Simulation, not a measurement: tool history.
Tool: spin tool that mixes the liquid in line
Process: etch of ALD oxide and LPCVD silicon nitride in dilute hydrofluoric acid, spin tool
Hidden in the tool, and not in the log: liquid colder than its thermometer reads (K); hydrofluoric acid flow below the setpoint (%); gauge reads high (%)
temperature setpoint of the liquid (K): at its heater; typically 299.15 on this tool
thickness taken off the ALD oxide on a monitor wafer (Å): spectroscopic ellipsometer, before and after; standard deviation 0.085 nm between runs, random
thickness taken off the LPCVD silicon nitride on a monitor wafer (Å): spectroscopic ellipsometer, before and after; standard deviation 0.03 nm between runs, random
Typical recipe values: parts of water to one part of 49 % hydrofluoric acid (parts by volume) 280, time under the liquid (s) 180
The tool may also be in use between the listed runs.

| run | hour | temperature setpoint of the liquid (K) | parts of water to one part of 49 % hydrofluoric acid (parts by volume) | time under the liquid (s) | wafers since the last listed run | hours since the thermometer was replaced | hours since the hydrofluoric acid flow meter was replaced | hours since the gauge calibration | read-back film thickness of the ALD oxide reference wafer, read on the same gauge (nm) | read-back film thickness of the LPCVD silicon nitride reference wafer, read on the same gauge (nm) | thickness taken off the ALD oxide on a monitor wafer (Å) | thickness taken off the LPCVD silicon nitride on a monitor wafer (Å) |
|---|---|---|---|---|---|---|---|---|---|---|---|---|
| 1 | 0 | 299.15 | 280 | 110 | 0 | 864.4 | 1577.2 | 878.9 | 89.34 | 69.449 | 56.6 | 2.8 |
| 2 | 168.3 | 299.15 | 280 | 110 | 745 | 1032.7 | 1745.5 | 1047.2 | 88.56 | 68.864 | 56.2 | 2.38 |
| 3 | 231.9 | 299.15 | 280 | 110 | 281 | 1096.3 | 1809.1 | 1110.8 | 88.28 | 68.629 | 56 | 2.65 |
| 4 | 283.5 | 300.15 | 365 | 180 | 228 | 1147.9 | 1860.7 | 1162.4 | 88.01 | 68.424 | 67.3 | 3.17 |
| 5 | 314.8 | 299.15 | 280 | 180 | 138 | 1179.2 | 1892 | 1193.7 | 87.8 | 68.325 | 91.7 | 4.17 |
| 6 | 370.4 | 299.15 | 280 | 180 | 246 | 1234.8 | 1947.6 | 1249.3 | 87.53 | 68.054 | 91 | 4.26 |
| 7 | 438.8 | 299.15 | 280 | 180 | 302 | 1303.2 | 2016 | 1317.7 | 87.1 | 67.746 | 90.8 | 4.3 |
| 8 | 473.7 | 299.15 | 280 | 180 | 154 | 1338.1 | 2050.9 | 1352.6 | 86.92 | 67.615 | 90 | 3.94 |
|  | 662.9 | thermometer replaced |
| 9 | 688.3 | 299.15 | 280 | 180 | 946 | 25.4 | 2265.5 | 1567.2 | 85.54 | 66.506 | 89.7 | 4.14 |
|  | 706.5 | hydrofluoric acid flow meter replaced |
| 10 | 725.9 | 299.15 | 280 | 180 | 162 | 63 | 19.4 | 1604.8 | 85.18 | 66.29 | 88.8 | 3.64 |
| 11 | 761.2 | 299.15 | 280 | 180 | 156 | 98.3 | 54.7 | 1640.1 | 84.97 | 66.102 | 89 | 4.13 |
| 12 | 790 | 299.15 | 280 | 180 | 127 | 127.1 | 83.5 | 1668.9 | 84.73 | 65.908 | 89.1 | 4.12 |
| 13 | 834 | 299.15 | 280 | 180 | 194 | 171.1 | 127.5 | 1712.9 | 84.37 | 65.658 | 87.8 | 3.76 |
|  | 876.1 | gauge calibrated |
| 14 | 876.5 | 296.65 | 320 | 215 | 188 | 213.6 | 170 | 0.4 | 89.74 | 69.79 | 87.7 | 3.86 |
| 15 | 934.7 | 295.65 | 150 | 230 | 257 | 271.8 | 228.2 | 58.6 | 89.74 | 69.795 | 225.3 | 7.28 |
| 16 | 978.1 | 299.15 | 280 | 180 | 192 | 315.2 | 271.6 | 102 | 89.71 | 69.792 | 94.3 | 4.52 |
| 17 | 1043.2 | 299.15 | 280 | 180 | 288 | 380.3 | 336.7 | 167.1 | 89.72 | 69.751 | 93.9 | 4.03 |
| 18 | 1071.9 | 303.15 | 235 | 220 | 127 | 409 | 365.4 | 195.8 | 89.67 | 69.705 | 161.1 | 7.95 |
| 19 | 1129.3 | 299.15 | 280 | 115 | 254 | 466.4 | 422.8 | 253.2 | 89.61 | 69.713 | 60.4 | 2.44 |
| 20 | 1200.6 | 302.65 | 370 | 130 | 315 | 537.7 | 494.1 | 324.5 | 89.53 | 69.606 | 52.3 | 3.13 |
| 21 | 1264.2 | 299.15 | 280 | 180 | 281 | 601.3 | 557.7 | 388.1 | 89.4 | 69.544 | 93.4 | 3.93 |
| 22 | 1328.2 | 299.15 | 410 | 180 | 283 | 665.3 | 621.7 | 452.1 | 89.26 | 69.428 | 56.4 | 3.08 |
| 23 | 1399.4 | 295.15 | 280 | 180 | 315 | 736.5 | 692.9 | 523.3 | 89.12 | 69.306 | 82.2 | 3.35 |
| 24 | 1454.4 | 302.15 | 315 | 250 | 243 | 791.5 | 747.9 | 578.3 | 89 | 69.206 | 120.8 | 6.67 |
| 25 | 1513.6 | 296.65 | 280 | 180 | 262 | 850.7 | 807.1 | 637.5 | 88.88 | 69.093 | 86.6 | 3.61 |
| 26 | 1544.9 | 299.15 | 280 | 180 | 138 | 882 | 838.4 | 668.8 | 88.79 | 68.997 | 92.5 | 4.26 |

Below are 3 alternative next runs, each starting from the tool's condition after run 26. Predict each:
| A | 1545.4 | 299.15 | 340 | 180 | 2 | 882.5 | 838.9 | 669.3 | ? | ? | ? | ? |
| B | 1545.4 | 296.65 | 210 | 260 | 2 | 882.5 | 838.9 | 669.3 | ? | ? | ? | ? |
| C | 1545.4 | 297.15 | 280 | 180 | 2 | 882.5 | 838.9 | 669.3 | ? | ? | ? | ? |

| run | read-back film thickness of the ALD oxide reference wafer, read on the same gauge (nm) | read-back film thickness of the LPCVD silicon nitride reference wafer, read on the same gauge (nm) | thickness taken off the ALD oxide on a monitor wafer (Å) | thickness taken off the LPCVD silicon nitride on a monitor wafer (Å) |
|---|---|---|---|---|
| A | 88.72 | 69.029 | 72.4 | 3.54 |
| B | 88.72 | 69.029 | 177 | 7.08 |
| C | 88.72 | 69.029 | 87.1 | 3.81 |
What these runs would have given with no unlogged condition in the tool:
| run | thickness taken off the ALD oxide on a monitor wafer (Å) | thickness taken off the LPCVD silicon nitride on a monitor wafer (Å) |
|---|---|---|
| A | 73.5 | 3.59 |
| B | 179.6 | 7.18 |
| C | 88.4 | 3.86 |
